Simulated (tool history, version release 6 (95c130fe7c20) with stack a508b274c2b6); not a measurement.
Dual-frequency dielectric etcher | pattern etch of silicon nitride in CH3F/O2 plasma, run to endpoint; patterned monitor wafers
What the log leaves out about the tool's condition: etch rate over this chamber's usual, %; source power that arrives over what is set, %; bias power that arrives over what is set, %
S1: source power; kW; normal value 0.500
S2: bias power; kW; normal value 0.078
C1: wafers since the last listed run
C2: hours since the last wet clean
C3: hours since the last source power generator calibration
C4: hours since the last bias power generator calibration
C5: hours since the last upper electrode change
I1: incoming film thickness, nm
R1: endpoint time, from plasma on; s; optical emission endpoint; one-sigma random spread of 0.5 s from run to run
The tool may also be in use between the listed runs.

run     day     S1     S2   C1     C2      C3      C4      C5    I1    R1
  1   0.000  0.500  0.078    0  517.5  1965.3  1223.6  4696.1  85.3  93.4
  2   1.454  0.500  0.071  160  552.4  2000.2  1258.5  4731.0  84.7  96.6
      2.821  -- wet clean of the chamber
  3   3.525  0.500  0.078  117   16.9  2049.9  1308.2  4780.7  83.9  87.1
  4   6.050  0.500  0.078  278   77.5  2110.5  1368.8  4841.3  84.4  88.9
  5   8.421  0.500  0.078  261  134.4  2167.4  1425.7  4898.2  84.3  89.7
  6   9.888  0.580  0.078  161  169.6  2202.6  1460.9  4933.4  83.7  82.3
  7  16.388  0.580  0.078  715  325.6  2358.6  1616.9  5089.4  83.7  84.2
  8  18.721  0.580  0.078  257  381.6  2414.6  1672.9  5145.4  84.4  84.5
  9  20.075  0.500  0.078  149  414.1  2447.1  1705.4  5177.9  83.6  90.1
 10  22.875  0.500  0.078  308  481.3  2514.3  1772.6  5245.1  85.0  91.8
     24.333  -- wet clean of the chamber
 11  24.725  0.500  0.078   93    9.4  2558.7  1817.0  5289.5  84.2  88.7
     26.721  -- bias power generator calibrated
 12  27.004  0.500  0.078  232   64.1  2613.4     6.8  5344.2  83.9  89.2
 13  29.988  0.500  0.078  328  135.7  2685.0    78.4  5415.8  84.1  88.9
 14  32.142  0.500  0.078  237  187.4  2736.7   130.1  5467.5  83.8  88.6
 15  34.558  0.500  0.078  266  245.4  2794.7   188.1  5525.5  84.1  89.6
 16  35.762  0.500  0.078  132  274.3  2823.6   217.0  5554.4  84.2  91.5
     36.475  -- source power generator calibrated
     37.896  -- upper electrode replaced
 17  40.688  0.470  0.078  413  392.5   101.1   335.2    67.0  83.5  92.8
 18  43.542  0.500  0.098  314  461.0   169.6   403.7   135.5  83.7  84.6
 19  44.867  0.420  0.084  145  492.8   201.4   435.5   167.3  84.4  97.6
 20  46.462  0.500  0.097  175  531.1   239.7   473.8   205.6  84.1  86.5
 21  48.392  0.600  0.061  212  577.4   286.0   520.1   251.9  84.5  94.0
 22  50.304  0.540  0.068  210  623.3   331.9   566.0   297.8  83.9  95.2
     52.133  -- wet clean of the chamber
 23  52.754  0.500  0.078  159   14.9   390.7   624.8   356.6  84.7  88.0
 24  54.842  0.500  0.078  229   65.0   440.8   674.9   406.7  84.2  88.8
 25  63.204  0.540  0.067  921  265.7   641.5   875.6   607.4  84.1  90.9
 26  64.346  0.540  0.078  125  293.1   668.9   903.0   634.8  85.0  88.0
 27  66.683  0.500  0.078  257  349.2   725.0   959.1   690.9  84.6  91.5
 28  68.908  0.620  0.062  245  402.6   778.4  1012.5   744.3  84.1  88.8
 29  71.650  0.460  0.089  301  468.4   844.2  1078.3   810.1  84.4  92.0
 30  72.925  0.610  0.094  140  499.0   874.8  1108.9   840.7  83.1  77.1
     75.296  -- wet clean of the chamber
 31  75.317  0.500  0.084  153    0.5   932.2  1166.3   898.1  84.0  84.3
 32  76.904  0.450  0.064  174   38.6   970.3  1204.4   936.2  84.0  97.3
 33  78.054  0.500  0.094  126   66.2   997.9  1232.0   963.8  83.6  81.4
 34  80.829  0.560  0.085  305  132.8  1064.5  1298.6  1030.4  84.7  81.0
 35  82.638  0.430  0.078  199  176.2  1107.9  1342.0  1073.8  83.6  94.3

Hidden state, per run?
source power that arrives over what is set, %: 0 in every run
bias power that arrives over what is set, %: 0 in every run
H1: etch rate over this chamber's usual, %
run       H1
  1    -5.11
  2    -5.42
  3    0.329
  4   -0.221
  5   -0.737
  6    -1.06
  7    -2.47
  8    -2.98
  9    -3.28
 10    -3.89
 11   -0.408
 12   -0.904
 13    -1.55
 14    -2.02
 15    -2.55
 16    -2.81
 17    -3.89
 18    -4.51
 19     -4.8
 20    -5.14
 21    -5.56
 22    -5.98
 23  -0.0841
 24   -0.539
 25    -2.36
 26    -2.61
 27    -3.12
 28     -3.6
 29     -4.2
 30    -4.48
 31    0.898
 32    0.552
 33    0.302
 34   -0.303
 35   -0.697
